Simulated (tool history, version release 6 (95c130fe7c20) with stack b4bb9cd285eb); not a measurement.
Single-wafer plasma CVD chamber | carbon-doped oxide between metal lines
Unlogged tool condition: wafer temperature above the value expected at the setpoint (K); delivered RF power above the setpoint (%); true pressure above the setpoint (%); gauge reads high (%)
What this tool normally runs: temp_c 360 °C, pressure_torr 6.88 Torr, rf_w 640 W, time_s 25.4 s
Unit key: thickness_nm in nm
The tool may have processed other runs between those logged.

run    hour  temp_c  pressure_torr  rf_w  time_s  wafers since the last listed run  hours since the last thermocouple change  hours since the last RF generator calibration  hours since the last manometer calibration  hours since the showerhead was replaced  hours since the gauge calibration  read-back reference wafer on the same gauge, thickness_nm  thickness_nm
  1     0.0     360           6.88   640    25.4                                 0                                     749.9                                           15.7                                      1773.7                                   3526.7                             1286.3                                                    134.969       159.927
  2   106.2     360           6.88   640    25.4                              1595                                     856.1                                          121.9                                      1879.9                                   3632.9                             1392.5                                                    134.804       159.133
  3   196.2     360           6.88   640    25.4                              1352                                     946.1                                          211.9                                      1969.9                                   3722.9                             1482.5                                                    135.013       158.279
      227.5  -- thermocouple changed; heater temperature recalibrated
  4   257.1     360           6.88   640    25.4                               794                                      29.6                                          272.8                                      2030.8                                   3783.8                             1543.4                                                    135.030       159.638
  5   307.3     360           6.88   640    25.4                               754                                      79.8                                          323.0                                      2081.0                                   3834.0                             1593.6                                                    134.928       158.751
  6   402.9     360           6.88   640    25.4                              1436                                     175.4                                          418.6                                      2176.6                                   3929.6                             1689.2                                                    135.033       157.601
  7   486.3     360           6.88   640    25.4                              1253                                     258.8                                          502.0                                      2260.0                                   4013.0                             1772.6                                                    135.089       157.540
  8   550.2     360           6.88   575    25.4                               960                                     322.7                                          565.9                                      2323.9                                   4076.9                             1836.5                                                    134.935       150.638
  9   604.7     360           6.88   575    25.4                               818                                     377.2                                          620.4                                      2378.4                                   4131.4                             1891.0                                                    135.102       150.084
      770.1  -- capacitance manometer re-zeroed and calibrated
 10   873.4     360           6.88   575    25.4                              3917                                     645.9                                          889.1                                       103.3                                   4400.1                             2159.7                                                    135.087       148.384
 11   952.2     360           6.88   640    25.4                              1184                                     724.7                                          967.9                                       182.1                                   4478.9                             2238.5                                                    135.068       154.577
 12  1054.2     360           6.88   640    25.4                              1532                                     826.7                                         1069.9                                       284.1                                   4580.9                             2340.5                                                    134.945       154.459
     1073.8  -- RF generator calibrated
     1144.5  -- thermocouple changed; heater temperature recalibrated
 13  1147.7     360           6.88   580    25.4                              1164                                       3.2                                           73.9                                       377.6                                   4674.4                             2434.0                                                    135.155       154.665
 14  1390.9     360           6.88   640    22.1                              3654                                     246.4                                          317.1                                       620.8                                   4917.6                             2677.2                                                    135.099       136.870
     1431.0  -- gauge calibrated
 15  1468.8     360           6.88   740    25.4                              1170                                     324.3                                          395.0                                       698.7                                   4995.5                               37.8                                                    134.945       166.725
     1563.7  -- showerhead replaced
 16  1564.2     349           7.58   640    25.4                              1313                                     419.7                                          490.4                                       794.1                                      0.5                              133.2                                                    135.054       162.863
 17  1619.1     360           6.88   575    25.4                               824                                     474.6                                          545.3                                       849.0                                     55.4                              188.1                                                    135.036       149.667
 18  1701.2     360           7.36   565    25.4                              1233                                     556.7                                          627.4                                       931.1                                    137.5                              270.2                                                    135.061       149.050
 19  1748.1     360           6.41   640    22.2                               704                                     603.6                                          674.3                                       978.0                                    184.4                              317.1                                                    134.909       135.538
 20  1789.5     360           6.88   640    25.4                               622                                     645.0                                          715.7                                      1019.4                                    225.8                              358.5                                                    134.938       155.830
 21  1865.2     360           6.88   640    25.4                              1137                                     720.7                                          791.4                                      1095.1                                    301.5                              434.2                                                    134.981       155.542
 22  1924.0     360           5.47   765    25.4                               883                                     779.5                                          850.2                                      1153.9                                    360.3                              493.0                                                    134.938       161.394
 23  1970.0     360           6.88   640    22.0                               691                                     825.5                                          896.2                                      1199.9                                    406.3                              539.0                                                    135.170       134.860
 24  2023.7     360           6.88   640    25.4                               806                                     879.2                                          949.9                                      1253.6                                    460.0                              592.7                                                    135.193       154.754
     2085.3  -- thermocouple changed; heater temperature recalibrated
 25  2199.7     345           6.88   640    30.3                              2524                                     114.4                                         1125.9                                      1429.6                                    636.0                              768.7                                                    135.010       194.076
 26  2267.0     353           5.36   575    29.4                              1011                                     181.7                                         1193.2                                      1496.9                                    703.3                              836.0                                                    135.081       171.021
     2300.7  -- RF generator calibrated
 27  2303.6     360           8.52   540    28.1                               429                                     218.3                                            2.9                                      1533.5                                    739.9                              872.6                                                    135.193       170.402

What if the next run were any one of these 5? Each begins from the tool's condition after run 27:
  A  2304.0     360           6.88   640    25.4                                 6                                     218.7                                            3.3                                      1533.9                                    740.3                              873.0                                                          ?             ?
  B  2304.0     360           7.81   585    25.4                                 6                                     218.7                                            3.3                                      1533.9                                    740.3                              873.0                                                          ?             ?
  C  2304.0     360           6.88   755    22.2                                 6                                     218.7                                            3.3                                      1533.9                                    740.3                              873.0                                                          ?             ?
  D  2304.0     353           7.38   640    23.0                                 6                                     218.7                                            3.3                                      1533.9                                    740.3                              873.0                                                          ?             ?
  E  2304.0     353           6.88   640    25.4                                 6                                     218.7                                            3.3                                      1533.9                                    740.3                              873.0                                                          ?             ?

run  read-back reference wafer on the same gauge, thickness_nm  thickness_nm
  A                                                    134.850       162.036
  B                                                    134.850       157.805
  C                                                    134.850       151.922
  D                                                    134.850       150.706
  E                                                    134.850       165.280
Without the tool's unlogged condition, the same runs would have read:
run  thickness_nm
  A       164.576
  B       160.278
  C       154.287
  D       153.229
  E       168.047
